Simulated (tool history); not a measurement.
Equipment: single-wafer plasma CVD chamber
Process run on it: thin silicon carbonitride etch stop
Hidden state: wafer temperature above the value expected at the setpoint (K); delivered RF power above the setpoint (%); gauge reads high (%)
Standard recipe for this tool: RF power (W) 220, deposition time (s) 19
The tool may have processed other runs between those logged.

run,hour,RF power (W),deposition time (s),wafers since the last listed run,hours since the last thermocouple change,hours since the last RF generator calibration,hours since the showerhead was replaced,hours since the gauge calibration,"read-back reference wafer on the same gauge, thickness_nm",mean film thickness on the monitor wafer (angstrom)
1,0,210,16.1,0,74.5,1024.3,4962.1,2735.4,11.094,89.98
2,69.4,210,16.1,1417,143.9,1093.7,5031.5,2804.8,11.09,90.17
3,157,220,19,1789,231.5,1181.3,5119.1,2892.4,11.104,107.52
4,249.3,220,19,1885,323.8,1273.6,5211.4,2984.7,11.097,108.22
5,319.5,220,19,1433,394,1343.8,5281.6,3054.9,11.097,107.01
6,389,220,19,1419,463.5,1413.3,5351.1,3124.4,11.086,107.37
7,462.1,220,19,1492,536.6,1486.4,5424.2,3197.5,11.107,107.37
8,544.6,220,19,1684,619.1,1568.9,5506.7,3280,11.098,106.92
9,644,220,19,2030,718.5,1668.3,5606.1,3379.4,11.103,107.57
10,713.6,200,20.1,1421,788.1,1737.9,5675.7,3449,11.09,109.8
11,750.9,200,20.1,761,825.4,1775.2,5713,3486.3,11.118,109.45
12,853,220,19,2085,927.5,1877.3,5815.1,3588.4,11.095,106.7
13,954.3,220,19,2068,1028.8,1978.6,5916.4,3689.7,11.1,107.3
14,991,220,22.1,749,1065.5,2015.3,5953.1,3726.4,11.103,123.98
15,1092.1,245,20.8,2064,1166.6,2116.4,6054.2,3827.5,11.103,121.32
# hour 1135.3: showerhead replaced
16,1198.1,190,17.3,2001,1272.6,2222.4,62.8,3933.5,11.092,92.51
17,1273.6,205,15.4,1541,1348.1,2297.9,138.3,4009,11.112,83.92
# hour 1338.2: gauge calibrated
18,1353.6,220,16.2,1633,1428.1,2377.9,218.3,15.4,11.087,90.74
# hour 1397.4: thermocouple changed; heater temperature recalibrated
19,1415.9,220,21.4,1108,18.5,2440.2,280.6,77.7,11.105,119.3
20,1511.4,240,22.1,1950,114,2535.7,376.1,173.2,11.106,127
# hour 1593.4: RF generator calibrated
21,1613.6,245,22.1,1923,216.2,20.2,478.3,275.4,11.108,131.67
22,1677.9,245,19,1313,280.5,84.5,542.6,339.7,11.086,112.86
23,1765.7,240,22.6,1793,368.3,172.3,630.4,427.5,11.109,133.54
24,1861.4,185,19,1954,464,268,726.1,523.2,11.111,102.72
25,1952.5,220,19,1860,555.1,359.1,817.2,614.3,11.112,109.18
26,2035.8,220,19,1701,638.4,442.4,900.5,697.6,11.114,108.95
27,2125.3,235,19,1827,727.9,531.9,990,787.1,11.104,110.9
28,2189.3,220,19,1307,791.9,595.9,1054,851.1,11.097,108.42
29,2262,205,16.1,1484,864.6,668.6,1126.7,923.8,11.099,89.35
30,2363,220,19,2062,965.6,769.6,1227.7,1024.8,11.105,108.27
31,2445.9,260,17.1,1693,1048.5,852.5,1310.6,1107.7,11.084,103.02
32,2541.1,245,19,1944,1143.7,947.7,1405.8,1202.9,11.101,111.67
33,2629.1,220,19,1797,1231.7,1035.7,1493.8,1290.9,11.115,108.09
34,2723.7,255,18,1932,1326.3,1130.3,1588.4,1385.5,11.096,107.05
35,2796.1,220,19,1478,1398.7,1202.7,1660.8,1457.9,11.111,108.14

For each entry between runs, how does the tool's hidden state at the last listed run before it compare with that at the first listed run after it?
In the gap between runs 15 and 16: showerhead replaced (hour 1135.3)
  delivered RF power above the setpoint (%): -7.35 -> -7.71
  measured result minus the result with no hidden state, mean film thickness on the monitor wafer (angstrom): -3.15 -> -2.52
In the gap between runs 17 and 18: gauge calibrated (hour 1338.2)
  delivered RF power above the setpoint (%): -7.96 -> -8.23
  measured result minus the result with no hidden state, mean film thickness on the monitor wafer (angstrom): -2.37 -> -2.65
In the gap between runs 18 and 19: thermocouple changed; heater temperature recalibrated (hour 1397.4)
  delivered RF power above the setpoint (%): -8.23 -> -8.44
  measured result minus the result with no hidden state, mean film thickness on the monitor wafer (angstrom): -2.65 -> -3.58
In the gap between runs 20 and 21: RF generator calibrated (hour 1593.4)
  delivered RF power above the setpoint (%): -8.76 -> -0.456
  measured result minus the result with no hidden state, mean film thickness on the monitor wafer (angstrom): -3.96 -> -0.2

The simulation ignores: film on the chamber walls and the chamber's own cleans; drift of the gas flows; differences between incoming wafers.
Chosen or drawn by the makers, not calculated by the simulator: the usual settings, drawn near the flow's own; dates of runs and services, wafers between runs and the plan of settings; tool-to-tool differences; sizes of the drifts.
